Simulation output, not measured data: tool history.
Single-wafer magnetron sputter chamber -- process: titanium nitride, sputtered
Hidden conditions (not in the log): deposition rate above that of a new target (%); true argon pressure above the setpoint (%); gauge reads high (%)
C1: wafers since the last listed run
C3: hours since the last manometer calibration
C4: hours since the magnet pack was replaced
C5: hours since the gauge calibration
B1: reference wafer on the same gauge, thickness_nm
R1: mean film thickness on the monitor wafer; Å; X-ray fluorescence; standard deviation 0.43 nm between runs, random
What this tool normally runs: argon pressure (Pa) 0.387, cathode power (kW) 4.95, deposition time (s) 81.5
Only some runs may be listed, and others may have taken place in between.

{"run": 1, "hour": 0.0, "argon pressure (Pa)": 0.35, "cathode power (kW)": 4.95, "deposition time (s)": 81.5, "C1": 0, "wafers on the sputter target": 10330, "C3": 253.2, "C4": 5465.5, "C5": 2154, "B1": 61.199, "R1": 756.62}
{"hour": 64.3, "done": "sputter target and shields replaced"}
{"run": 2, "hour": 76.2, "argon pressure (Pa)": 0.35, "cathode power (kW)": 4.95, "deposition time (s)": 81.5, "C1": 1050, "wafers on the sputter target": 183, "C3": 329.4, "C4": 5541.7, "C5": 2230.2, "B1": 61.121, "R1": 758.23}
{"run": 3, "hour": 149.6, "argon pressure (Pa)": 0.387, "cathode power (kW)": 4.95, "deposition time (s)": 81.5, "C1": 1130, "wafers on the sputter target": 1313, "C3": 402.8, "C4": 5615.1, "C5": 2303.6, "B1": 61.311, "R1": 748.09}
{"run": 4, "hour": 205.0, "argon pressure (Pa)": 0.387, "cathode power (kW)": 4.95, "deposition time (s)": 81.5, "C1": 853, "wafers on the sputter target": 2167, "C3": 458.2, "C4": 5670.5, "C5": 2359, "B1": 61.322, "R1": 743.75}
{"run": 5, "hour": 249.0, "argon pressure (Pa)": 0.387, "cathode power (kW)": 4.95, "deposition time (s)": 81.5, "C1": 677, "wafers on the sputter target": 2844, "C3": 502.2, "C4": 5714.5, "C5": 2403, "B1": 61.104, "R1": 749.3}
{"run": 6, "hour": 302.0, "argon pressure (Pa)": 0.297, "cathode power (kW)": 4.95, "deposition time (s)": 81.5, "C1": 816, "wafers on the sputter target": 3661, "C3": 555.2, "C4": 5767.5, "C5": 2456, "B1": 61.291, "R1": 776.28}
{"run": 7, "hour": 360.9, "argon pressure (Pa)": 0.47, "cathode power (kW)": 4.95, "deposition time (s)": 81.5, "C1": 907, "wafers on the sputter target": 4568, "C3": 614.1, "C4": 5826.4, "C5": 2514.9, "B1": 61.175, "R1": 709.22}
{"hour": 404.1, "done": "magnet pack replaced"}
{"run": 8, "hour": 427.4, "argon pressure (Pa)": 0.47, "cathode power (kW)": 4.95, "deposition time (s)": 81.5, "C1": 901, "wafers on the sputter target": 5469, "C3": 680.6, "C4": 23.3, "C5": 2581.4, "B1": 61.193, "R1": 717.54}
{"run": 9, "hour": 513.8, "argon pressure (Pa)": 0.47, "cathode power (kW)": 4.95, "deposition time (s)": 81.5, "C1": 1330, "wafers on the sputter target": 6800, "C3": 767, "C4": 109.7, "C5": 2667.8, "B1": 61.353, "R1": 719.69}
{"run": 10, "hour": 592.6, "argon pressure (Pa)": 0.387, "cathode power (kW)": 4.95, "deposition time (s)": 81.5, "C1": 1213, "wafers on the sputter target": 8013, "C3": 845.8, "C4": 188.5, "C5": 2746.6, "B1": 61.254, "R1": 748.7}
{"run": 11, "hour": 692.7, "argon pressure (Pa)": 0.387, "cathode power (kW)": 4.95, "deposition time (s)": 81.5, "C1": 1541, "wafers on the sputter target": 9555, "C3": 945.9, "C4": 288.6, "C5": 2846.7, "B1": 61.217, "R1": 743.56}
{"run": 12, "hour": 792.9, "argon pressure (Pa)": 0.245, "cathode power (kW)": 6.1, "deposition time (s)": 95.7, "C1": 1543, "wafers on the sputter target": 11099, "C3": 1046.1, "C4": 388.8, "C5": 2946.9, "B1": 61.151, "R1": 1141.38}
{"run": 13, "hour": 898.8, "argon pressure (Pa)": 0.387, "cathode power (kW)": 5.3, "deposition time (s)": 81.5, "C1": 1631, "wafers on the sputter target": 12730, "C3": 1152, "C4": 494.7, "C5": 3052.8, "B1": 61.211, "R1": 794.86}
{"hour": 916.5, "done": "sputter target and shields replaced"}
{"run": 14, "hour": 1004.0, "argon pressure (Pa)": 0.477, "cathode power (kW)": 4.95, "deposition time (s)": 81.5, "C1": 1497, "wafers on the sputter target": 1347, "C3": 1257.2, "C4": 599.9, "C5": 3158, "B1": 61.346, "R1": 704.19}
{"run": 15, "hour": 1104.2, "argon pressure (Pa)": 0.472, "cathode power (kW)": 4.65, "deposition time (s)": 72, "C1": 1543, "wafers on the sputter target": 2891, "C3": 1357.4, "C4": 700.1, "C5": 3258.2, "B1": 61.209, "R1": 590.56}
{"run": 16, "hour": 1185.3, "argon pressure (Pa)": 0.387, "cathode power (kW)": 3.9, "deposition time (s)": 81.5, "C1": 1249, "wafers on the sputter target": 4140, "C3": 1438.5, "C4": 781.2, "C5": 3339.3, "B1": 61.195, "R1": 579.67}
{"run": 17, "hour": 1408.4, "argon pressure (Pa)": 0.234, "cathode power (kW)": 6.1, "deposition time (s)": 81.5, "C1": 3436, "wafers on the sputter target": 7576, "C3": 1661.6, "C4": 1004.3, "C5": 3562.4, "B1": 61.149, "R1": 978.19}
{"run": 18, "hour": 1480.5, "argon pressure (Pa)": 0.331, "cathode power (kW)": 4.6, "deposition time (s)": 96.6, "C1": 1110, "wafers on the sputter target": 8686, "C3": 1733.7, "C4": 1076.4, "C5": 3634.5, "B1": 61.28, "R1": 830.14}
{"run": 19, "hour": 1582.3, "argon pressure (Pa)": 0.387, "cathode power (kW)": 4.95, "deposition time (s)": 81.5, "C1": 1567, "wafers on the sputter target": 10254, "C3": 1835.5, "C4": 1178.2, "C5": 3736.3, "B1": 61.182, "R1": 731.25}
{"hour": 1607.3, "done": "sputter target and shields replaced"}
{"hour": 1695.4, "done": "capacitance manometer re-zeroed and calibrated"}
{"run": 20, "hour": 1842.0, "argon pressure (Pa)": 0.387, "cathode power (kW)": 4.95, "deposition time (s)": 81.5, "C1": 3753, "wafers on the sputter target": 3491, "C3": 146.6, "C4": 1437.9, "C5": 3996, "B1": 61.276, "R1": 742.48}
{"run": 21, "hour": 1945.2, "argon pressure (Pa)": 0.387, "cathode power (kW)": 4.95, "deposition time (s)": 81.5, "C1": 1589, "wafers on the sputter target": 5081, "C3": 249.8, "C4": 1541.1, "C5": 4099.2, "B1": 61.215, "R1": 740.78}
{"hour": 1996.1, "done": "gauge calibrated"}
{"run": 22, "hour": 2016.4, "argon pressure (Pa)": 0.387, "cathode power (kW)": 4.95, "deposition time (s)": 81.5, "C1": 1096, "wafers on the sputter target": 6177, "C3": 321, "C4": 1612.3, "C5": 20.3, "B1": 61.164, "R1": 746.08}
{"run": 23, "hour": 2058.5, "argon pressure (Pa)": 0.387, "cathode power (kW)": 4.95, "deposition time (s)": 81.5, "C1": 648, "wafers on the sputter target": 6826, "C3": 363.1, "C4": 1654.4, "C5": 62.4, "B1": 61.249, "R1": 742.89}
{"run": 24, "hour": 2118.6, "argon pressure (Pa)": 0.454, "cathode power (kW)": 4.95, "deposition time (s)": 81.5, "C1": 925, "wafers on the sputter target": 7751, "C3": 423.2, "C4": 1714.5, "C5": 122.5, "B1": 61.028, "R1": 719.45}
{"run": 25, "hour": 2165.5, "argon pressure (Pa)": 0.387, "cathode power (kW)": 5.65, "deposition time (s)": 88.3, "C1": 722, "wafers on the sputter target": 8474, "C3": 470.1, "C4": 1761.4, "C5": 169.4, "B1": 61.236, "R1": 917.96}
{"run": 26, "hour": 2246.4, "argon pressure (Pa)": 0.488, "cathode power (kW)": 5.85, "deposition time (s)": 92.5, "C1": 1246, "wafers on the sputter target": 9720, "C3": 551, "C4": 1842.3, "C5": 250.3, "B1": 61.254, "R1": 957.85}
{"run": 27, "hour": 2287.9, "argon pressure (Pa)": 0.345, "cathode power (kW)": 4.95, "deposition time (s)": 81.5, "C1": 639, "wafers on the sputter target": 10359, "C3": 592.5, "C4": 1883.8, "C5": 291.8, "B1": 61.118, "R1": 742.91}
{"hour": 2330.7, "done": "sputter target and shields replaced"}
{"run": 28, "hour": 2331.2, "argon pressure (Pa)": 0.488, "cathode power (kW)": 5.85, "deposition time (s)": 92.5, "C1": 543, "wafers on the sputter target": 8, "C3": 635.8, "C4": 1927.1, "C5": 335.1, "B1": 61.204, "R1": 948.29}
{"run": 29, "hour": 2388.8, "argon pressure (Pa)": 0.387, "cathode power (kW)": 5.65, "deposition time (s)": 81.5, "C1": 887, "wafers on the sputter target": 895, "C3": 693.4, "C4": 1984.7, "C5": 392.7, "B1": 61.25, "R1": 838.09}
{"run": 30, "hour": 2465.7, "argon pressure (Pa)": 0.266, "cathode power (kW)": 5.75, "deposition time (s)": 81.5, "C1": 1184, "wafers on the sputter target": 2079, "C3": 770.3, "C4": 2061.6, "C5": 469.6, "B1": 61.05, "R1": 902.95}
{"run": 31, "hour": 2540.7, "argon pressure (Pa)": 0.311, "cathode power (kW)": 4.95, "deposition time (s)": 68.8, "C1": 1155, "wafers on the sputter target": 3235, "C3": 845.3, "C4": 2136.6, "C5": 544.6, "B1": 61.143, "R1": 646.14}
{"run": 32, "hour": 2580.3, "argon pressure (Pa)": 0.319, "cathode power (kW)": 4.05, "deposition time (s)": 71.4, "C1": 609, "wafers on the sputter target": 3845, "C3": 884.9, "C4": 2176.2, "C5": 584.2, "B1": 61.32, "R1": 545.66}
{"run": 33, "hour": 2778.2, "argon pressure (Pa)": 0.505, "cathode power (kW)": 6.05, "deposition time (s)": 65.9, "C1": 3048, "wafers on the sputter target": 6893, "C3": 1082.8, "C4": 2374.1, "C5": 782.1, "B1": 61.201, "R1": 689.5}
{"run": 34, "hour": 2884.8, "argon pressure (Pa)": 0.336, "cathode power (kW)": 4.55, "deposition time (s)": 74.8, "C1": 1641, "wafers on the sputter target": 8535, "C3": 1189.4, "C4": 2480.7, "C5": 888.7, "B1": 61.151, "R1": 639.03}

For each run, what was the tool's unlogged condition?
deposition rate above that of a new target (%): 0 across all the runs
gauge reads high (%): 0 across all the runs
H1: true argon pressure above the setpoint (%)
run=1 H1=0.628
run=2 H1=1.18
run=3 H1=1.71
run=4 H1=2.12
run=5 H1=2.44
run=6 H1=2.82
run=7 H1=3.25
run=8 H1=3.73
run=9 H1=4.36
run=10 H1=4.93
run=11 H1=5.66
run=12 H1=6.39
run=13 H1=7.16
run=14 H1=7.92
run=15 H1=8.65
run=16 H1=9.24
run=17 H1=10.9
run=18 H1=11.4
run=19 H1=12.1
run=20 H1=3.29
run=21 H1=4.04
run=22 H1=4.55
run=23 H1=4.86
run=24 H1=5.29
run=25 H1=5.64
run=26 H1=6.22
run=27 H1=6.52
run=28 H1=6.84
run=29 H1=7.26
run=30 H1=7.82
run=31 H1=8.36
run=32 H1=8.65
run=33 H1=10.1
run=34 H1=10.9

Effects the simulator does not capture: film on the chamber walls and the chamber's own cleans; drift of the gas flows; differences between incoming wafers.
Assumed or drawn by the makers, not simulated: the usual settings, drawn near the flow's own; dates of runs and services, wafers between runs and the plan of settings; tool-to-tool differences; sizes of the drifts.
